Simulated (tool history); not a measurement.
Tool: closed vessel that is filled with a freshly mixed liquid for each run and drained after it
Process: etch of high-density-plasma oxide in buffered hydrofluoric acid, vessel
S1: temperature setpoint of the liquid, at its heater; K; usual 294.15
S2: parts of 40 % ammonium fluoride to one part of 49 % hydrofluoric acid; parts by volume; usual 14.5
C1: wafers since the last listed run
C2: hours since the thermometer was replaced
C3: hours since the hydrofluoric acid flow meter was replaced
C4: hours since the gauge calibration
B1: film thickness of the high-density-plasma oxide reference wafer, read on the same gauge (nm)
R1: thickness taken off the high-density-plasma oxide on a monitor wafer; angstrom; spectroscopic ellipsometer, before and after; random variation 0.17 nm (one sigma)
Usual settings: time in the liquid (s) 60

run 1 hour=0 | S1=294.15 S2=14.5 time_in_the_liquid_(s)=60 | C1=0 C2=146.9 C3=46.2 C4=985.4 | B1=29.97 | R1=461.1
run 2 hour=46.1 | S1=294.15 S2=14.5 time_in_the_liquid_(s)=60 | C1=5647 C2=193 C3=92.3 C4=1031.5 | B1=29.97 | R1=458.8
run 3 hour=106.6 | S1=294.15 S2=14.5 time_in_the_liquid_(s)=60 | C1=7411 C2=253.5 C3=152.8 C4=1092 | B1=29.98 | R1=460.7
run 4 hour=144.5 | S1=294.15 S2=17.5 time_in_the_liquid_(s)=60 | C1=4642 C2=291.4 C3=190.7 C4=1129.9 | B1=30.02 | R1=382.4
run 5 hour=247 | S1=294.15 S2=17.5 time_in_the_liquid_(s)=60 | C1=12556 C2=393.9 C3=293.2 C4=1232.4 | B1=29.99 | R1=379.4
run 6 hour=308.7 | S1=291.65 S2=14.5 time_in_the_liquid_(s)=70 | C1=7558 C2=455.6 C3=354.9 C4=1294.1 | B1=30 | R1=460.5
run 7 hour=398.1 | S1=291.65 S2=14.5 time_in_the_liquid_(s)=70 | C1=10951 C2=545 C3=444.3 C4=1383.5 | B1=30 | R1=466.5
run 8 hour=469.7 | S1=294.15 S2=12.5 time_in_the_liquid_(s)=45 | C1=8771 C2=616.6 C3=515.9 C4=1455.1 | B1=30.01 | R1=395.8
run 9 hour=555.1 | S1=294.15 S2=12.5 time_in_the_liquid_(s)=45 | C1=10461 C2=702 C3=601.3 C4=1540.5 | B1=29.99 | R1=392.4
run 10 hour=627.9 | S1=294.15 S2=11.5 time_in_the_liquid_(s)=85 | C1=8918 C2=774.8 C3=674.1 C4=1613.3 | B1=30.04 | R1=807.3
run 11 hour=719.6 | S1=294.15 S2=11.5 time_in_the_liquid_(s)=85 | C1=11233 C2=866.5 C3=765.8 C4=1705 | B1=29.99 | R1=807.3
run 12 hour=769.3 | S1=294.15 S2=11.5 time_in_the_liquid_(s)=85 | C1=6088 C2=916.2 C3=815.5 C4=1754.7 | B1=30.01 | R1=805.9
run 13 hour=829.5 | S1=295.15 S2=17.5 time_in_the_liquid_(s)=60 | C1=7374 C2=976.4 C3=875.7 C4=1814.9 | B1=29.99 | R1=398.6
run 14 hour=870.4 | S1=295.15 S2=17.5 time_in_the_liquid_(s)=60 | C1=5010 C2=1017.3 C3=916.6 C4=1855.8 | B1=29.99 | R1=397.3
run 15 hour=944.4 | S1=295.15 S2=17.5 time_in_the_liquid_(s)=60 | C1=9065 C2=1091.3 C3=990.6 C4=1929.8 | B1=30.01 | R1=398.1
run 16 hour=1204.2 | S1=294.15 S2=14.5 time_in_the_liquid_(s)=60 | C1=31825 C2=1351.1 C3=1250.4 C4=2189.6 | B1=30 | R1=450.2
run 17 hour=1249 | S1=294.15 S2=14.5 time_in_the_liquid_(s)=60 | C1=5488 C2=1395.9 C3=1295.2 C4=2234.4 | B1=30.01 | R1=446.8
run 18 hour=1305.5 | S1=299.15 S2=19 time_in_the_liquid_(s)=60 | C1=6921 C2=1452.4 C3=1351.7 C4=2290.9 | B1=29.98 | R1=451.8
-- hour=1313.7 hydrofluoric acid flow meter replaced
run 19 hour=1385.2 | S1=294.15 S2=12.5 time_in_the_liquid_(s)=45 | C1=9640 C2=1532.1 C3=71.5 C4=2370.6 | B1=30.02 | R1=380.3
run 20 hour=1470.6 | S1=294.15 S2=14.5 time_in_the_liquid_(s)=60 | C1=10461 C2=1617.5 C3=156.9 C4=2456 | B1=29.99 | R1=435.5
-- hour=1538.5 gauge calibrated
-- hour=1548.5 thermometer replaced
run 21 hour=1572.1 | S1=295.65 S2=12.5 time_in_the_liquid_(s)=60 | C1=12311 C2=23.6 C3=258.4 C4=33.6 | B1=30.01 | R1=545.5
run 22 hour=1663.1 | S1=294.15 S2=14.5 time_in_the_liquid_(s)=60 | C1=11147 C2=114.6 C3=349.4 C4=124.6 | B1=30 | R1=431.6
-- hour=1710.1 hydrofluoric acid flow meter replaced, repeated, since the last time left the tool worse
run 23 hour=1731.4 | S1=296.65 S2=14.5 time_in_the_liquid_(s)=75 | C1=8244 C2=182.9 C3=21.3 C4=192.9 | B1=29.99 | R1=660.1
run 24 hour=1786.8 | S1=294.15 S2=14.5 time_in_the_liquid_(s)=60 | C1=6786 C2=238.3 C3=76.7 C4=248.3 | B1=30 | R1=461.1
run 25 hour=1864.1 | S1=290.15 S2=19.5 time_in_the_liquid_(s)=60 | C1=9469 C2=315.6 C3=154 C4=325.6 | B1=29.98 | R1=272.4
run 26 hour=1924.5 | S1=294.15 S2=16.5 time_in_the_liquid_(s)=85 | C1=7399 C2=376 C3=214.4 C4=386 | B1=30 | R1=571.4
run 27 hour=1972.6 | S1=298.15 S2=16 time_in_the_liquid_(s)=80 | C1=5892 C2=424.1 C3=262.5 C4=434.1 | B1=29.99 | R1=691.5
run 28 hour=2044.6 | S1=297.15 S2=19.5 time_in_the_liquid_(s)=90 | C1=8820 C2=496.1 C3=334.5 C4=506.1 | B1=29.99 | R1=607.6
run 29 hour=2130.4 | S1=290.15 S2=16.5 time_in_the_liquid_(s)=90 | C1=10510 C2=581.9 C3=420.3 C4=591.9 | B1=29.98 | R1=479.4
run 30 hour=2190.9 | S1=292.15 S2=14.5 time_in_the_liquid_(s)=85 | C1=7411 C2=642.4 C3=480.8 C4=652.4 | B1=29.97 | R1=578.7
run 31 hour=2281.3 | S1=294.15 S2=11.5 time_in_the_liquid_(s)=50 | C1=11074 C2=732.8 C3=571.2 C4=742.8 | B1=30 | R1=477.3

4 ways to go on from here, each from the tool as it stands after run 31. What would each give?
run A hour=2282 | S1=294.15 S2=14.5 time_in_the_liquid_(s)=70 | C1=85 C2=733.5 C3=571.9 C4=743.5 | B1=? | R1=?
run B hour=2282 | S1=291.15 S2=11 time_in_the_liquid_(s)=40 | C1=85 C2=733.5 C3=571.9 C4=743.5 | B1=? | R1=?
run C hour=2282 | S1=292.65 S2=14.5 time_in_the_liquid_(s)=60 | C1=85 C2=733.5 C3=571.9 C4=743.5 | B1=? | R1=?
run D hour=2282 | S1=299.15 S2=14.5 time_in_the_liquid_(s)=40 | C1=85 C2=733.5 C3=571.9 C4=743.5 | B1=? | R1=?

run=A B1=29.99 R1=531.1
run=B B1=29.99 R1=336.1
run=C B1=29.99 R1=418.6
run=D B1=29.99 R1=399.1
Without the tool's hidden state the same runs would have given:
run=A R1=538.2
run=B R1=340.6
run=C R1=424.2
run=D R1=404.5
